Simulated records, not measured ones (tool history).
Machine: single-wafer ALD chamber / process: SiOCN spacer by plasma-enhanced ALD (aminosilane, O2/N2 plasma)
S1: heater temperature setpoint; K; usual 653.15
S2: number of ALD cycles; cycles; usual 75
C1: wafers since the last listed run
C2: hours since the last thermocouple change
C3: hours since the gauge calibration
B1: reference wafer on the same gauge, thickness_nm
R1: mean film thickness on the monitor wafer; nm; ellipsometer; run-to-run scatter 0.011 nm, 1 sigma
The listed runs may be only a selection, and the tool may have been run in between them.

run,hour,S1,S2,C1,C2,C3,B1,R1
1,0.0,653.15,75,0,2021.9,333.9,5.501,4.609
2,24.2,653.15,75,75,2046.1,358.1,5.497,4.616
3,45.1,653.15,75,64,2067.0,379.0,5.504,4.618
4,62.9,653.15,75,55,2084.8,396.8,5.508,4.612
5,83.8,653.15,75,64,2105.7,417.7,5.501,4.619
6,114.4,657.15,75,94,2136.3,448.3,5.507,4.614
7,131.7,657.15,75,53,2153.6,465.6,5.511,4.614
8,161.6,657.15,75,92,2183.5,495.5,5.511,4.624
9,197.3,653.15,75,110,2219.2,531.2,5.507,4.626
10,212.0,653.15,75,45,2233.9,545.9,5.510,4.648
11,231.4,653.15,75,60,2253.3,565.3,5.504,4.640
12,262.6,653.15,84,96,2284.5,596.5,5.508,5.202
13,275.9,646.15,75,41,2297.8,609.8,5.510,4.631
# hour 298.3: thermocouple changed; heater temperature recalibrated
14,299.1,646.15,75,47,0.8,633.0,5.512,4.630
# hour 302.5: gauge calibrated
15,319.6,646.15,75,63,21.3,17.1,5.436,4.566
16,341.6,653.15,68,68,43.3,39.1,5.438,4.131
17,358.2,653.15,68,51,59.9,55.7,5.446,4.142
18,379.7,653.15,68,66,81.4,77.2,5.453,4.167
19,392.2,653.15,75,38,93.9,89.7,5.453,4.585
20,416.1,649.15,83,74,117.8,113.6,5.455,5.075
21,441.4,645.15,89,78,143.1,138.9,5.464,5.457
22,471.8,653.15,75,94,173.5,169.3,5.468,4.581
23,499.4,643.15,89,85,201.1,196.9,5.470,5.438
24,523.0,647.15,63,73,224.7,220.5,5.468,3.851
25,539.1,653.15,66,49,240.8,236.6,5.481,4.058
26,557.1,649.15,83,55,258.8,254.6,5.477,5.097
27,577.5,653.15,80,63,279.2,275.0,5.478,4.912
28,613.4,653.15,75,111,315.1,310.9,5.490,4.586
29,640.1,665.15,63,82,341.8,337.6,5.482,3.875
30,658.8,653.15,70,58,360.5,356.3,5.482,4.301
31,673.1,639.15,68,44,374.8,370.6,5.489,4.195
32,701.6,653.15,83,88,403.3,399.1,5.494,5.098
33,718.9,639.15,70,53,420.6,416.4,5.499,4.301
34,746.4,644.15,61,85,448.1,443.9,5.495,3.746
35,760.5,638.15,62,43,462.2,458.0,5.489,3.800
36,793.2,644.15,66,101,494.9,490.7,5.495,4.051
37,810.9,638.15,64,54,512.6,508.4,5.491,3.934
38,835.8,648.15,82,77,537.5,533.3,5.493,5.049

Forecast each of these 5 alternatives for the next run:
A,836.3,668.15,75,1,538.0,533.8,?,?
B,836.3,660.15,63,1,538.0,533.8,?,?
C,836.3,639.15,75,1,538.0,533.8,?,?
D,836.3,653.15,60,1,538.0,533.8,?,?
E,836.3,664.15,69,1,538.0,533.8,?,?

run,B1,R1
A,5.499,4.603
B,5.499,3.867
C,5.499,4.603
D,5.499,3.683
E,5.499,4.235
With the hidden condition removed and each run's random variation left untouched, the same runs would have given:
run,R1
A,4.556
B,3.827
C,4.556
D,3.645
E,4.192
